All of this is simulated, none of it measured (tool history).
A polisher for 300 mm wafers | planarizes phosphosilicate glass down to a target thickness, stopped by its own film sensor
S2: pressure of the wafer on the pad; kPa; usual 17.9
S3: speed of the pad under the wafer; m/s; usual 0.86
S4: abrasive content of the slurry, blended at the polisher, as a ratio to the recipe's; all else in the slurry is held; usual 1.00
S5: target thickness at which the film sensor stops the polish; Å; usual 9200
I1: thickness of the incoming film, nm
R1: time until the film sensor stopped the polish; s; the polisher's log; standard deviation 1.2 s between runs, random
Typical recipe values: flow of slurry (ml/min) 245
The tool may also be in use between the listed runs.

run 1 hour=0.0 | flow_of_slurry_(ml/min)=245 S2=17.9 S3=1.06 S4=1.00 S5=7900 | I1=1470.4 | R1=89.2
run 2 hour=53.8 | flow_of_slurry_(ml/min)=245 S2=17.9 S3=1.06 S4=1.00 S5=7900 | I1=1471.1 | R1=90.4
run 3 hour=79.1 | flow_of_slurry_(ml/min)=245 S2=17.9 S3=1.06 S4=1.00 S5=7900 | I1=1440.3 | R1=88.0
run 4 hour=127.6 | flow_of_slurry_(ml/min)=245 S2=17.9 S3=0.86 S4=1.00 S5=9200 | I1=1427.5 | R1=80.4
-- hour=166.9 worn pad replaced by a new one
run 5 hour=192.5 | flow_of_slurry_(ml/min)=245 S2=17.9 S3=0.86 S4=1.00 S5=9200 | I1=1475.1 | R1=89.6
run 6 hour=216.7 | flow_of_slurry_(ml/min)=245 S2=17.9 S3=0.86 S4=1.00 S5=9200 | I1=1454.3 | R1=89.6
run 7 hour=262.9 | flow_of_slurry_(ml/min)=245 S2=17.9 S3=0.86 S4=1.25 S5=9200 | I1=1464.8 | R1=77.7
-- hour=265.4 slurry blender recalibrated
-- hour=286.1 head pressure recalibrated
-- hour=311.9 conditioning disc replaced and pad reconditioned
run 8 hour=329.4 | flow_of_slurry_(ml/min)=295 S2=17.9 S3=0.86 S4=0.85 S5=9200 | I1=1435.5 | R1=90.7
run 9 hour=390.1 | flow_of_slurry_(ml/min)=245 S2=23.4 S3=0.72 S4=1.00 S5=11050 | I1=1451.4 | R1=47.2
run 10 hour=419.1 | flow_of_slurry_(ml/min)=200 S2=17.9 S3=0.78 S4=0.90 S5=9930 | I1=1428.2 | R1=81.4
-- hour=430.3 slurry nozzle cleaned
run 11 hour=452.3 | flow_of_slurry_(ml/min)=245 S2=17.9 S3=0.86 S4=1.00 S5=9200 | I1=1420.9 | R1=76.3
run 12 hour=506.6 | flow_of_slurry_(ml/min)=310 S2=17.9 S3=0.62 S4=0.70 S5=9200 | I1=1453.9 | R1=153.7
run 13 hour=554.8 | flow_of_slurry_(ml/min)=170 S2=22.8 S3=0.60 S4=1.00 S5=9200 | I1=1444.7 | R1=92.3
run 14 hour=579.9 | flow_of_slurry_(ml/min)=245 S2=17.9 S3=0.86 S4=1.00 S5=9200 | I1=1427.3 | R1=82.5
-- hour=619.0 worn pad replaced by a new one
run 15 hour=643.8 | flow_of_slurry_(ml/min)=205 S2=17.9 S3=0.86 S4=1.00 S5=9960 | I1=1418.9 | R1=72.0
run 16 hour=707.0 | flow_of_slurry_(ml/min)=200 S2=17.9 S3=0.86 S4=1.00 S5=9200 | I1=1447.7 | R1=93.5
-- hour=711.7 slurry blender recalibrated
-- hour=737.9 head pressure recalibrated
run 17 hour=750.2 | flow_of_slurry_(ml/min)=310 S2=17.9 S3=0.72 S4=1.00 S5=9200 | I1=1439.6 | R1=83.9
run 18 hour=791.2 | flow_of_slurry_(ml/min)=245 S2=17.9 S3=0.86 S4=1.00 S5=9200 | I1=1455.3 | R1=78.7
-- hour=798.8 conditioning disc replaced and pad reconditioned
run 19 hour=834.3 | flow_of_slurry_(ml/min)=245 S2=17.9 S3=0.86 S4=1.00 S5=9200 | I1=1442.8 | R1=77.4
run 20 hour=862.7 | flow_of_slurry_(ml/min)=245 S2=15.9 S3=0.86 S4=1.00 S5=10590 | I1=1475.6 | R1=71.8
-- hour=935.9 slurry nozzle cleaned
run 21 hour=952.1 | flow_of_slurry_(ml/min)=245 S2=17.9 S3=0.86 S4=1.00 S5=9200 | I1=1448.9 | R1=85.0
run 22 hour=1014.7 | flow_of_slurry_(ml/min)=170 S2=22.1 S3=0.86 S4=1.00 S5=9200 | I1=1473.4 | R1=76.3
run 23 hour=1066.3 | flow_of_slurry_(ml/min)=245 S2=17.9 S3=0.86 S4=1.00 S5=9200 | I1=1466.8 | R1=86.5
-- hour=1094.0 slurry blender recalibrated
-- hour=1104.3 worn pad replaced by a new one
run 24 hour=1131.8 | flow_of_slurry_(ml/min)=245 S2=13.8 S3=0.86 S4=1.00 S5=9200 | I1=1459.2 | R1=105.2
run 25 hour=1165.0 | flow_of_slurry_(ml/min)=170 S2=17.9 S3=0.70 S4=1.00 S5=9840 | I1=1446.4 | R1=87.2
run 26 hour=1196.9 | flow_of_slurry_(ml/min)=300 S2=13.1 S3=0.86 S4=0.90 S5=9200 | I1=1446.2 | R1=117.0

Below are 3 alternative next runs, each starting from the tool's condition after run 26. Predict each:
run A hour=1197.3 | flow_of_slurry_(ml/min)=215 S2=17.9 S3=0.86 S4=1.00 S5=9200 | I1=1453.1 | R1=?
run B hour=1197.3 | flow_of_slurry_(ml/min)=245 S2=20.0 S3=0.98 S4=1.00 S5=9200 | I1=1453.1 | R1=?
run C hour=1197.3 | flow_of_slurry_(ml/min)=195 S2=17.9 S3=0.86 S4=1.20 S5=9200 | I1=1453.1 | R1=?

run=A R1=82.1
run=B R1=65.5
run=C R1=73.7
Had the tool no hidden state, the same runs would have come out as:
run=A R1=80.0
run=B R1=63.8
run=C R1=72.0

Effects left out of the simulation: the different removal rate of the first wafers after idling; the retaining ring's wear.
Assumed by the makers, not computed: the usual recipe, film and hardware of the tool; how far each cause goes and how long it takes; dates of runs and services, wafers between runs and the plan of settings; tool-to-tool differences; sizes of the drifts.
